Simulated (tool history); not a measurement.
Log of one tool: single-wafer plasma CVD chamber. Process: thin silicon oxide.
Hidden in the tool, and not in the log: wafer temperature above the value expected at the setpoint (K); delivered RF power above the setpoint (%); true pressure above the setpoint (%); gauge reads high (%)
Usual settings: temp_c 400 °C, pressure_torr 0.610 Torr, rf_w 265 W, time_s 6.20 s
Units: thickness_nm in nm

run,hour,temp_c,pressure_torr,rf_w,time_s,wafers since the last listed run,hours since the last thermocouple change,hours since the last RF generator calibration,hours since the last manometer calibration,hours since the showerhead was replaced,hours since the gauge calibration,"read-back reference wafer on the same gauge, thickness_nm",thickness_nm
1,0.0,400,0.683,265,6.20,0,1186.8,763.3,2609.7,3745.5,106.4,8.502,8.948
2,13.7,400,0.683,265,6.20,303,1200.5,777.0,2623.4,3759.2,120.1,8.495,8.996
3,24.9,400,0.683,265,6.20,248,1211.7,788.2,2634.6,3770.4,131.3,8.510,8.940
4,32.4,400,0.610,265,6.20,166,1219.2,795.7,2642.1,3777.9,138.8,8.513,8.139
5,48.7,400,0.610,305,6.20,361,1235.5,812.0,2658.4,3794.2,155.1,8.521,8.628
6,59.6,400,0.610,305,6.20,241,1246.4,822.9,2669.3,3805.1,166.0,8.511,8.653
7,74.4,400,0.610,305,6.20,327,1261.2,837.7,2684.1,3819.9,180.8,8.510,8.628
8,90.5,406,0.610,265,7.15,356,1277.3,853.8,2700.2,3836.0,196.9,8.523,9.359
# hour 99.9: gauge calibrated
9,107.9,406,0.610,265,7.15,385,1294.7,871.2,2717.6,3853.4,8.0,8.515,9.342
10,117.1,405,0.610,265,6.20,203,1303.9,880.4,2726.8,3862.6,17.2,8.511,8.128
11,125.0,405,0.610,265,6.20,175,1311.8,888.3,2734.7,3870.5,25.1,8.501,8.103
12,137.0,405,0.610,265,6.20,265,1323.8,900.3,2746.7,3882.5,37.1,8.506,8.088
13,154.4,400,0.610,310,6.20,385,1341.2,917.7,2764.1,3899.9,54.5,8.529,8.706
# hour 173.9: capacitance manometer re-zeroed and calibrated
# hour 177.8: showerhead replaced
14,178.3,400,0.710,235,6.20,264,1365.1,941.6,4.4,0.5,78.4,8.504,8.734
15,180.7,408,0.677,310,6.20,53,1367.5,944.0,6.8,2.9,80.8,8.516,9.465
16,197.5,400,0.610,265,6.20,372,1384.3,960.8,23.6,19.7,97.6,8.503,8.137
17,212.4,400,0.610,285,6.75,330,1399.2,975.7,38.5,34.6,112.5,8.515,9.085
18,219.3,390,0.610,265,6.20,152,1406.1,982.6,45.4,41.5,119.4,8.503,8.153
19,234.0,400,0.610,310,6.20,325,1420.8,997.3,60.1,56.2,134.1,8.508,8.670
# hour 246.5: RF generator calibrated
# hour 248.0: thermocouple changed; heater temperature recalibrated
20,248.5,400,0.610,265,6.20,109,0.5,2.0,74.6,70.7,148.6,8.504,8.107
21,286.4,400,0.610,265,6.20,839,38.4,39.9,112.5,108.6,186.5,8.508,8.158
# hour 288.0: gauge calibrated
22,300.6,400,0.610,265,6.71,314,52.6,54.1,126.7,122.8,12.6,8.516,8.816
23,346.7,400,0.610,285,6.75,1021,98.7,100.2,172.8,168.9,58.7,8.505,9.149
24,364.0,412,0.480,265,6.20,383,116.0,117.5,190.1,186.2,76.0,8.511,6.572

5 ways to go on from here, each from the tool as it stands after run 24. What would each give?
A,364.4,400,0.610,265,6.20,8,116.4,117.9,190.5,186.6,76.4,?,?
B,364.4,409,0.610,315,6.20,8,116.4,117.9,190.5,186.6,76.4,?,?
C,364.4,407,0.667,220,6.20,8,116.4,117.9,190.5,186.6,76.4,?,?
D,364.4,400,0.667,310,6.20,8,116.4,117.9,190.5,186.6,76.4,?,?
E,364.4,400,0.610,290,6.20,8,116.4,117.9,190.5,186.6,76.4,?,?

run,"read-back reference wafer on the same gauge, thickness_nm",thickness_nm
A,8.514,8.134
B,8.514,8.718
C,8.514,8.012
D,8.514,9.411
E,8.514,8.465
Without the tool's hidden state the same runs would have given:
run,thickness_nm
A,8.134
B,8.718
C,8.012
D,9.411
E,8.465
